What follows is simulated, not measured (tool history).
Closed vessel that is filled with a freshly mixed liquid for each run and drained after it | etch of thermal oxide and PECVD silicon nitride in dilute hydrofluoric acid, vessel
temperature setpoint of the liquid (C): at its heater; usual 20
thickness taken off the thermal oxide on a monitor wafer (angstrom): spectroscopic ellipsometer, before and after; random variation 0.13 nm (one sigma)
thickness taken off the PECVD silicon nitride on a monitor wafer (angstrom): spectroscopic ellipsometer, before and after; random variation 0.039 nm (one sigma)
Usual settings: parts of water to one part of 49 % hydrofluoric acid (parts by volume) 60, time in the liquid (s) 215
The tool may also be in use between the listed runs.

run,hour,temperature setpoint of the liquid (C),parts of water to one part of 49 % hydrofluoric acid (parts by volume),time in the liquid (s),wafers since the last listed run,hours since the thermometer was replaced,hours since the hydrofluoric acid flow meter was replaced,hours since the gauge calibration,"read-back film thickness of the thermal oxide reference wafer, read on the same gauge (nm)","read-back film thickness of the PECVD silicon nitride reference wafer, read on the same gauge (nm)",thickness taken off the thermal oxide on a monitor wafer (angstrom),thickness taken off the PECVD silicon nitride on a monitor wafer (angstrom)
1,0,23.5,60,215,0,716.7,2092.8,1833.8,120.01,139.99,161.3,61.1
2,25.8,20,60,265,1455,742.5,2118.6,1859.6,120,139.99,167.9,59.6
# hour 49.8: thermometer replaced
# hour 51: gauge calibrated
3,57.4,20,60,265,1725,7.6,2150.2,6.4,119.97,139.99,185.5,69.2
4,95.1,20,60,215,2126,45.3,2187.9,44.1,119.99,139.98,151.9,55.4
5,133.8,17,60,145,2182,84,2226.6,82.8,120.02,139.98,86.2,30
6,204.1,20,60,255,3964,154.3,2296.9,153.1,120.02,139.97,173.2,64.2
7,228.3,25,85,285,1364,178.5,2321.1,177.3,119.99,140.01,160,71.8
# hour 311.5: hydrofluoric acid flow meter replaced
8,324.9,20,75,215,5391,275.1,13.4,273.9,120,139.98,122.4,46.1
9,364.5,22.5,35,135,2233,314.7,53,313.5,120,139.99,192,71.6
10,420.9,20,40,215,3180,371.1,109.4,369.9,120.03,140.03,235.1,82.8
11,476.7,20,60,150,3147,426.9,165.2,425.7,119.99,140.01,106.1,38
12,506,20,60,215,1652,456.2,194.5,455,120.01,140,151.8,54.3
13,551.7,20,60,215,2577,501.9,240.2,500.7,120.01,140.01,149.3,53.7
14,617.5,17,60,250,3711,567.7,306,566.5,119.98,140,150.6,49.8
15,672.5,24,50,215,3101,622.7,361,621.5,120,140,211.3,82.7
16,723.2,20,60,95,2859,673.4,411.7,672.2,119.97,140,64.9,23.1
17,791.5,24,50,115,3852,741.7,480,740.5,119.99,139.99,111.7,42.2
18,825.2,21.5,75,150,1900,775.4,513.7,774.2,120.01,140,83.2,31.4
# hour 850: thermometer replaced
19,858.7,20,70,215,1832,8.7,547.2,807.7,119.98,140,137.1,52
20,910.6,20,45,135,2927,60.6,599.1,859.6,120,140,136.6,49.6
21,971.7,21.5,50,215,3446,121.7,660.2,920.7,120,139.99,205.9,77.5
22,1041.3,20,60,215,3925,191.3,729.8,990.3,119.99,140,155,57.6
23,1102.7,20,60,100,3462,252.7,791.2,1051.7,120.01,139.99,71.6,26.5
24,1158.8,17,75,90,3164,308.8,847.3,1107.8,119.99,140.01,43.7,15.5

Forecast each of these 5 alternatives for the next run:
A,1159.5,20,60,215,39,309.5,848,1108.5,?,?,?,?
B,1159.5,20,35,255,39,309.5,848,1108.5,?,?,?,?
C,1159.5,20,80,155,39,309.5,848,1108.5,?,?,?,?
D,1159.5,20,50,215,39,309.5,848,1108.5,?,?,?,?
E,1159.5,20,80,100,39,309.5,848,1108.5,?,?,?,?

run,"read-back film thickness of the thermal oxide reference wafer, read on the same gauge (nm)","read-back film thickness of the PECVD silicon nitride reference wafer, read on the same gauge (nm)",thickness taken off the thermal oxide on a monitor wafer (angstrom),thickness taken off the PECVD silicon nitride on a monitor wafer (angstrom)
A,119.99,140,153.9,56
B,119.99,140,322.6,112.1
C,119.99,140,81.3,30.5
D,119.99,140,187,66.9
E,119.99,140,52.5,19.7
Without the tool's hidden state the same runs would have given:
run,thickness taken off the thermal oxide on a monitor wafer (angstrom),thickness taken off the PECVD silicon nitride on a monitor wafer (angstrom)
A,165.1,61.5
B,345.9,123.2
C,87.2,33.5
D,200.5,73.5
E,56.3,21.6
